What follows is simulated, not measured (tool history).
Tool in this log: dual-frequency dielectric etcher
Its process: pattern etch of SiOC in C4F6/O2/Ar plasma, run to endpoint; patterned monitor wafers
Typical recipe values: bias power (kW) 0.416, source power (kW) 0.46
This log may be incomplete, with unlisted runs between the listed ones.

run,hour,bias power (kW),source power (kW),wafers since the last listed run,hours since the last wet clean,hours since the last bias power generator calibration,hours since the last source power generator calibration,hours since the last upper electrode change,"incoming incoming film thickness, nm",endpoint time (s)
1,0,0.483,0.46,0,47.7,2422.6,2195.6,3790.6,47.15,15.3
2,11.4,0.483,0.46,160,59.1,2434,2207,3802,46.24,15.2
3,18.6,0.465,0.46,101,66.3,2441.2,2214.2,3809.2,47.15,15.8
4,32.6,0.465,0.46,197,80.3,2455.2,2228.2,3823.2,47.34,15.9
5,45.3,0.416,0.46,179,93,2467.9,2240.9,3835.9,47.42,16.9
6,60.5,0.416,0.51,214,108.2,2483.1,2256.1,3851.1,46.81,16.1
7,77.9,0.416,0.53,245,125.6,2500.5,2273.5,3868.5,46.94,15.9
8,88.9,0.416,0.53,155,136.6,2511.5,2284.5,3879.5,46.9,15.8
9,99.8,0.416,0.46,153,147.5,2522.4,2295.4,3890.4,46.92,16.7
10,115.1,0.416,0.46,215,162.8,2537.7,2310.7,3905.7,47.36,17.1
11,130.4,0.416,0.46,215,178.1,2553,2326,3921,46.85,16.7
12,138.5,0.416,0.39,114,186.2,2561.1,2334.1,3929.1,47.05,18
13,152.1,0.416,0.46,191,199.8,2574.7,2347.7,3942.7,47.07,16.9
# hour 158.6: source power generator calibrated
14,159.7,0.416,0.46,50,207.4,2582.3,1.1,3950.3,47.53,17.1
15,165.8,0.416,0.46,86,213.5,2588.4,7.2,3956.4,47.72,17.1
16,181.9,0.474,0.46,227,229.6,2604.5,23.3,3972.5,46.89,15.7
17,194.9,0.369,0.4,183,242.6,2617.5,36.3,3985.5,47.46,19.3
18,207.9,0.416,0.46,183,255.6,2630.5,49.3,3998.5,47.43,17
19,224.3,0.365,0.46,231,272,2646.9,65.7,4014.9,46.66,18
20,239.4,0.446,0.42,213,287.1,2662,80.8,4030,47.61,17
21,245.5,0.416,0.46,86,293.2,2668.1,86.9,4036.1,47.13,16.9
# hour 260: bias power generator calibrated
22,260.5,0.511,0.54,155,308.2,0.5,101.9,4051.1,47.24,14
23,274.1,0.416,0.46,191,321.8,14.1,115.5,4064.7,47.07,16.7
24,290.8,0.416,0.49,235,338.5,30.8,132.2,4081.4,47,16.3
# hour 315.9: upper electrode replaced
# hour 330.7: wet clean of the chamber
25,331.2,0.328,0.37,22,0.5,71.2,172.6,15.3,47.54,21.5
26,331.5,0.416,0.46,4,0.8,71.5,172.9,15.6,47.28,17
27,331.8,0.389,0.53,4,1.1,71.8,173.2,15.9,46.57,16.4
28,337.8,0.467,0.38,84,7.1,77.8,179.2,21.9,46.7,16.8
29,353.9,0.513,0.41,227,23.2,93.9,195.3,38,47.04,15.7
30,362.5,0.52,0.37,121,31.8,102.5,203.9,46.6,47.4,16.5
31,375.4,0.416,0.46,182,44.7,115.4,216.8,59.5,47.05,16.8
32,389.4,0.416,0.46,197,58.7,129.4,230.8,73.5,46.93,16.7
33,402.4,0.504,0.53,183,71.7,142.4,243.8,86.5,47,14.1
34,420.3,0.351,0.5,252,89.6,160.3,261.7,104.4,46.72,18
35,434.1,0.517,0.35,194,103.4,174.1,275.5,118.2,47.39,16.8

How the hidden state differs across the entries between the runs, from the last listed run before each to the first after it:
Between runs 13 and 14: source power generator calibrated (hour 158.6)
  both runs share identical hidden conditions
Between runs 21 and 22: bias power generator calibrated (hour 260)
  both runs share identical hidden conditions
Between runs 24 and 25: upper electrode replaced (hour 315.9); wet clean of the chamber (hour 330.7)
  both runs share identical hidden conditions
